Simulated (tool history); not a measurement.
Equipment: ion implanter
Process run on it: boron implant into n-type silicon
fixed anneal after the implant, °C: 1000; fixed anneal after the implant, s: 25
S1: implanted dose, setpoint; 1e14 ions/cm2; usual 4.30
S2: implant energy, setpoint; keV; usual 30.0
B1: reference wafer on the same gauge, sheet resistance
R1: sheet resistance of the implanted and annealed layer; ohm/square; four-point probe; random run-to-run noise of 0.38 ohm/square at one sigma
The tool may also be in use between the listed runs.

run     day    S1    S2      B1      R1
  1   0.000  4.30  30.0  298.11  242.13
  2   0.596  4.30  30.0  297.98  242.48
  3   4.925  4.30  30.0  298.15  241.91
  4   7.029  4.30  30.0  297.96  242.16
  5   8.050  4.30  30.0  298.02  242.15
  6   8.712  4.30  30.0  298.14  241.87
      9.179  -- gauge calibrated
  7   9.412  4.30  30.0  298.00  242.33
     10.167  -- extraction supply calibrated
  8  10.462  4.30  30.0  298.04  241.90
  9  11.392  3.23  34.0  298.08  299.55
 10  12.088  3.97  30.0  298.04  257.89
 11  13.071  4.30  35.0  297.99  238.55
     14.242  -- Faraday cup replaced and dose calibrated
 12  14.262  4.30  30.0  297.95  250.63
 13  15.462  4.30  30.0  298.07  250.46
 14  16.046  3.37  30.0  297.95  303.71
 15  16.725  3.87  40.0  298.09  264.72
 16  17.825  4.30  30.0  298.08  248.64
 17  18.942  3.12  39.5  298.02  312.63

3 options for the next run, each taken on its own from the tool as it stands now. Forecast them:
  A  18.958  4.30  30.0   ?   ?
  B  18.958  4.97  25.0   ?   ?
  C  18.958  3.13  38.0   ?   ?

run      B1      R1
  A  297.91  248.99
  B  297.91  225.47
  C  297.91  312.61
Had the tool no hidden state, the same runs would have come out as:
run      R1
  A  251.31
  B  227.59
  C  315.43

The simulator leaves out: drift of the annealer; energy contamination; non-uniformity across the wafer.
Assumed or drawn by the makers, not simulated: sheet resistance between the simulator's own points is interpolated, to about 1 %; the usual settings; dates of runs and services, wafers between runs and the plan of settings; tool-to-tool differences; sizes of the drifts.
